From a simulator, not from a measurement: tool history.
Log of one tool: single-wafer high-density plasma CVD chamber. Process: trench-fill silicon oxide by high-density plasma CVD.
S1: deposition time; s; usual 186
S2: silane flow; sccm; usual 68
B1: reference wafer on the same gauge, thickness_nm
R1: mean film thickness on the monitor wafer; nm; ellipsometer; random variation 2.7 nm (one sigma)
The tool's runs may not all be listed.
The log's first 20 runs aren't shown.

run	hour	S1	S2	B1	R1
# hour 279.2: silane flow controller replaced
# hour 283.8: gauge calibrated
21	290	218	57	1340.213	1204.536
22	306.3	211	80	1340.309	1636.396
23	315.4	198	68	1340.841	1299.51
24	325	222	79	1340.589	1687.73
25	335.2	186	68	1340.745	1218.803
26	348.6	186	68	1339.587	1219.845
27	363.5	213	55	1340.149	1127.618
28	378.9	186	68	1339.922	1217.657
29	385.3	186	68	1340.417	1221.459
30	394.2	223	81	1339.295	1742.16
31	408.5	159	77	1338.845	1179.086
32	422.2	159	60	1339.228	919.003

5 ways to go on from here, each from the tool as it stands after run 32. What would each give?
A	422.7	186	68	?	?
B	422.7	220	75	?	?
C	422.7	168	64	?	?
D	422.7	154	68	?	?
E	422.7	157	68	?	?

run	B1	R1
A	1339.705	1218.588
B	1339.705	1589.714
C	1339.705	1035.915
D	1339.705	1008.938
E	1339.705	1028.593
Without the tool's hidden state the same runs would have given:
run	R1
A	1232.791
B	1608.243
C	1047.99
D	1020.698
E	1040.582
